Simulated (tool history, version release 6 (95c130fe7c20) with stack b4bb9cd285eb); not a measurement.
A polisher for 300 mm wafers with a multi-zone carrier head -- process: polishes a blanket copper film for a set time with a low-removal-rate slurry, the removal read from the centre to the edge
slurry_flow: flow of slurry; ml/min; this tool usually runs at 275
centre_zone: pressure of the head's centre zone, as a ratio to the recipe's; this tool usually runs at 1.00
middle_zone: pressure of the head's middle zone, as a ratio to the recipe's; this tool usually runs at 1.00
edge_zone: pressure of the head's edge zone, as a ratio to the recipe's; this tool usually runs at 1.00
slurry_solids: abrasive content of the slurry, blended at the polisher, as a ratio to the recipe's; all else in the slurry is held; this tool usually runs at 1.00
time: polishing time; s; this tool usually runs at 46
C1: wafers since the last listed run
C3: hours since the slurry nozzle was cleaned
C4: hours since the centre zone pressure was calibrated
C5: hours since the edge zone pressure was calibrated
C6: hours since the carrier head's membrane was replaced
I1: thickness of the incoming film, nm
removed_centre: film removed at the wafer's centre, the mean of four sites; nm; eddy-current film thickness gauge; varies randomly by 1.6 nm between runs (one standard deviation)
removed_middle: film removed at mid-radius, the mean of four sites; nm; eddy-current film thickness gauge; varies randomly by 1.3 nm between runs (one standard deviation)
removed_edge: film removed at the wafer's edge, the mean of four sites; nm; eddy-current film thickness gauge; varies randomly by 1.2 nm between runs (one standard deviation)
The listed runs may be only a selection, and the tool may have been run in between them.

{"run": 1, "hour": 0.0, "slurry_flow": 235, "centre_zone": 1.0, "middle_zone": 1.0, "edge_zone": 1.0, "slurry_solids": 1.0, "time": 46, "C1": 0, "wafers polished on this pad": 920, "C3": 520.1, "C4": 872.3, "C5": 28.4, "C6": 654.9, "I1": 1496.0, "removed_centre": 124.4, "removed_middle": 118.8, "removed_edge": 121.0}
{"run": 2, "hour": 16.5, "slurry_flow": 235, "centre_zone": 1.0, "middle_zone": 1.0, "edge_zone": 1.0, "slurry_solids": 1.0, "time": 46, "C1": 228, "wafers polished on this pad": 1149, "C3": 536.6, "C4": 888.8, "C5": 44.9, "C6": 671.4, "I1": 1507.7, "removed_centre": 126.9, "removed_middle": 119.2, "removed_edge": 120.3}
{"run": 3, "hour": 46.7, "slurry_flow": 300, "centre_zone": 1.0, "middle_zone": 1.0, "edge_zone": 1.0, "slurry_solids": 1.0, "time": 46, "C1": 418, "wafers polished on this pad": 1567, "C3": 566.8, "C4": 919.0, "C5": 75.1, "C6": 701.6, "I1": 1501.1, "removed_centre": 132.3, "removed_middle": 122.8, "removed_edge": 122.7}
{"hour": 58.1, "done": "slurry nozzle cleaned"}
{"hour": 67.8, "done": "worn pad replaced by a new one"}
{"run": 4, "hour": 81.2, "slurry_flow": 275, "centre_zone": 1.0, "middle_zone": 1.0, "edge_zone": 0.95, "slurry_solids": 1.0, "time": 46, "C1": 408, "wafers polished on this pad": 186, "C3": 23.1, "C4": 953.5, "C5": 109.6, "C6": 736.1, "I1": 1510.3, "removed_centre": 130.1, "removed_middle": 120.5, "removed_edge": 117.5}
{"run": 5, "hour": 100.0, "slurry_flow": 275, "centre_zone": 1.0, "middle_zone": 1.0, "edge_zone": 0.95, "slurry_solids": 1.0, "time": 46, "C1": 260, "wafers polished on this pad": 446, "C3": 41.9, "C4": 972.3, "C5": 128.4, "C6": 754.9, "I1": 1500.4, "removed_centre": 130.5, "removed_middle": 120.5, "removed_edge": 118.1}
{"run": 6, "hour": 118.0, "slurry_flow": 275, "centre_zone": 1.0, "middle_zone": 1.09, "edge_zone": 1.0, "slurry_solids": 1.0, "time": 46, "C1": 249, "wafers polished on this pad": 696, "C3": 59.9, "C4": 990.3, "C5": 146.4, "C6": 772.9, "I1": 1488.5, "removed_centre": 129.6, "removed_middle": 130.8, "removed_edge": 120.0}
{"run": 7, "hour": 164.0, "slurry_flow": 305, "centre_zone": 1.0, "middle_zone": 1.0, "edge_zone": 1.09, "slurry_solids": 0.85, "time": 62, "C1": 637, "wafers polished on this pad": 1333, "C3": 105.9, "C4": 1036.3, "C5": 192.4, "C6": 818.9, "I1": 1499.5, "removed_centre": 170.6, "removed_middle": 161.5, "removed_edge": 163.0}
{"run": 8, "hour": 178.4, "slurry_flow": 305, "centre_zone": 1.1, "middle_zone": 1.0, "edge_zone": 1.0, "slurry_solids": 1.0, "time": 46, "C1": 199, "wafers polished on this pad": 1533, "C3": 120.3, "C4": 1050.7, "C5": 206.8, "C6": 833.3, "I1": 1493.9, "removed_centre": 143.0, "removed_middle": 123.9, "removed_edge": 124.8}
{"run": 9, "hour": 202.5, "slurry_flow": 275, "centre_zone": 1.0, "middle_zone": 1.1, "edge_zone": 1.0, "slurry_solids": 1.0, "time": 46, "C1": 333, "wafers polished on this pad": 1867, "C3": 144.4, "C4": 1074.8, "C5": 230.9, "C6": 857.4, "I1": 1505.5, "removed_centre": 130.7, "removed_middle": 129.8, "removed_edge": 123.0}
{"hour": 206.8, "done": "centre zone pressure recalibrated"}
{"hour": 222.9, "done": "worn pad replaced by a new one"}
{"run": 10, "hour": 223.4, "slurry_flow": 275, "centre_zone": 1.0, "middle_zone": 1.0, "edge_zone": 1.0, "slurry_solids": 1.0, "time": 46, "C1": 206, "wafers polished on this pad": 7, "C3": 165.3, "C4": 16.6, "C5": 251.8, "C6": 878.3, "I1": 1506.5, "removed_centre": 116.2, "removed_middle": 119.2, "removed_edge": 121.2}
{"run": 11, "hour": 243.1, "slurry_flow": 315, "centre_zone": 1.04, "middle_zone": 0.96, "edge_zone": 1.0, "slurry_solids": 1.0, "time": 46, "C1": 272, "wafers polished on this pad": 280, "C3": 185.0, "C4": 36.3, "C5": 271.5, "C6": 898.0, "I1": 1510.1, "removed_centre": 125.6, "removed_middle": 121.3, "removed_edge": 122.0}
{"run": 12, "hour": 257.9, "slurry_flow": 275, "centre_zone": 1.0, "middle_zone": 1.0, "edge_zone": 1.0, "slurry_solids": 1.0, "time": 46, "C1": 205, "wafers polished on this pad": 485, "C3": 199.8, "C4": 51.1, "C5": 286.3, "C6": 912.8, "I1": 1494.6, "removed_centre": 120.4, "removed_middle": 121.7, "removed_edge": 122.4}
{"hour": 271.9, "done": "carrier head's membrane replaced by a new one"}
{"run": 13, "hour": 285.2, "slurry_flow": 275, "centre_zone": 1.0, "middle_zone": 1.0, "edge_zone": 1.11, "slurry_solids": 1.0, "time": 46, "C1": 309, "wafers polished on this pad": 794, "C3": 227.1, "C4": 78.4, "C5": 313.6, "C6": 13.3, "I1": 1520.5, "removed_centre": 117.6, "removed_middle": 120.5, "removed_edge": 127.4}
{"run": 14, "hour": 308.8, "slurry_flow": 275, "centre_zone": 1.1, "middle_zone": 1.0, "edge_zone": 0.88, "slurry_solids": 0.75, "time": 46, "C1": 327, "wafers polished on this pad": 1121, "C3": 250.7, "C4": 102.0, "C5": 337.2, "C6": 36.9, "I1": 1479.1, "removed_centre": 119.7, "removed_middle": 111.5, "removed_edge": 105.2}
{"run": 15, "hour": 336.1, "slurry_flow": 215, "centre_zone": 1.0, "middle_zone": 1.0, "edge_zone": 1.08, "slurry_solids": 1.15, "time": 46, "C1": 378, "wafers polished on this pad": 1499, "C3": 278.0, "C4": 129.3, "C5": 364.5, "C6": 64.2, "I1": 1495.5, "removed_centre": 116.8, "removed_middle": 121.9, "removed_edge": 127.5}
{"run": 16, "hour": 361.5, "slurry_flow": 275, "centre_zone": 1.0, "middle_zone": 0.88, "edge_zone": 1.0, "slurry_solids": 1.0, "time": 46, "C1": 351, "wafers polished on this pad": 1851, "C3": 303.4, "C4": 154.7, "C5": 389.9, "C6": 89.6, "I1": 1479.0, "removed_centre": 118.3, "removed_middle": 112.0, "removed_edge": 121.2}
{"run": 17, "hour": 387.1, "slurry_flow": 275, "centre_zone": 1.07, "middle_zone": 1.0, "edge_zone": 1.0, "slurry_solids": 0.8, "time": 46, "C1": 354, "wafers polished on this pad": 2206, "C3": 329.0, "C4": 180.3, "C5": 415.5, "C6": 115.2, "I1": 1518.2, "removed_centre": 119.8, "removed_middle": 115.0, "removed_edge": 114.5}
{"hour": 393.3, "done": "worn pad replaced by a new one"}
{"run": 18, "hour": 399.3, "slurry_flow": 315, "centre_zone": 1.04, "middle_zone": 0.96, "edge_zone": 1.0, "slurry_solids": 1.0, "time": 46, "C1": 113, "wafers polished on this pad": 83, "C3": 341.2, "C4": 192.5, "C5": 427.7, "C6": 127.4, "I1": 1485.1, "removed_centre": 124.9, "removed_middle": 121.5, "removed_edge": 122.5}
{"run": 19, "hour": 433.8, "slurry_flow": 345, "centre_zone": 1.0, "middle_zone": 1.0, "edge_zone": 0.94, "slurry_solids": 1.0, "time": 46, "C1": 478, "wafers polished on this pad": 561, "C3": 375.7, "C4": 227.0, "C5": 462.2, "C6": 161.9, "I1": 1490.0, "removed_centre": 123.1, "removed_middle": 123.4, "removed_edge": 121.1}
{"run": 20, "hour": 448.5, "slurry_flow": 275, "centre_zone": 1.0, "middle_zone": 1.0, "edge_zone": 1.0, "slurry_solids": 1.0, "time": 46, "C1": 203, "wafers polished on this pad": 764, "C3": 390.4, "C4": 241.7, "C5": 476.9, "C6": 176.6, "I1": 1468.8, "removed_centre": 120.4, "removed_middle": 120.8, "removed_edge": 120.7}
{"run": 21, "hour": 465.2, "slurry_flow": 275, "centre_zone": 1.12, "middle_zone": 1.0, "edge_zone": 1.0, "slurry_solids": 0.85, "time": 52, "C1": 231, "wafers polished on this pad": 996, "C3": 407.1, "C4": 258.4, "C5": 493.6, "C6": 193.3, "I1": 1516.2, "removed_centre": 137.6, "removed_middle": 133.0, "removed_edge": 132.5}
{"run": 22, "hour": 495.0, "slurry_flow": 275, "centre_zone": 0.93, "middle_zone": 1.0, "edge_zone": 1.0, "slurry_solids": 1.0, "time": 41, "C1": 412, "wafers polished on this pad": 1409, "C3": 436.9, "C4": 288.2, "C5": 523.4, "C6": 223.1, "I1": 1481.2, "removed_centre": 100.5, "removed_middle": 110.2, "removed_edge": 109.4}

A few steps of removed_centre between consecutive runs. Split each: what settings, incoming material and random variation would produce without the hidden state, and what is left over for the hidden state, along with gauge scatter present in only one of the two compared results (measured, and without hidden state):
The tool's hidden condition here consists of: removal rate lost through wear of the pad, %; slurry flow missing at the pad, %; deviation of the centre zone's pressure from its setpoint, %; deviation of the edge zone's pressure from its setpoint, %.
Run 6 -> 7: slurry_flow 275 -> 305, middle_zone 1.09 -> 1.00, edge_zone 1.00 -> 1.09, slurry_solids 1.00 -> 0.85, time 46 -> 62. removed_centre +41.0 nm: hidden state +4.0, all else +37.0.
Run 9 -> 10: middle_zone 1.10 -> 1.00, centre zone pressure recalibrated, worn pad replaced by a new one. removed_centre -14.5 nm: hidden state -12.0, all else -2.5.
Run 21 -> 22: centre_zone 1.12 -> 0.93, slurry_solids 0.85 -> 1.00, time 52 -> 41. removed_centre -37.1 nm: hidden state +0.2, all else -37.3.
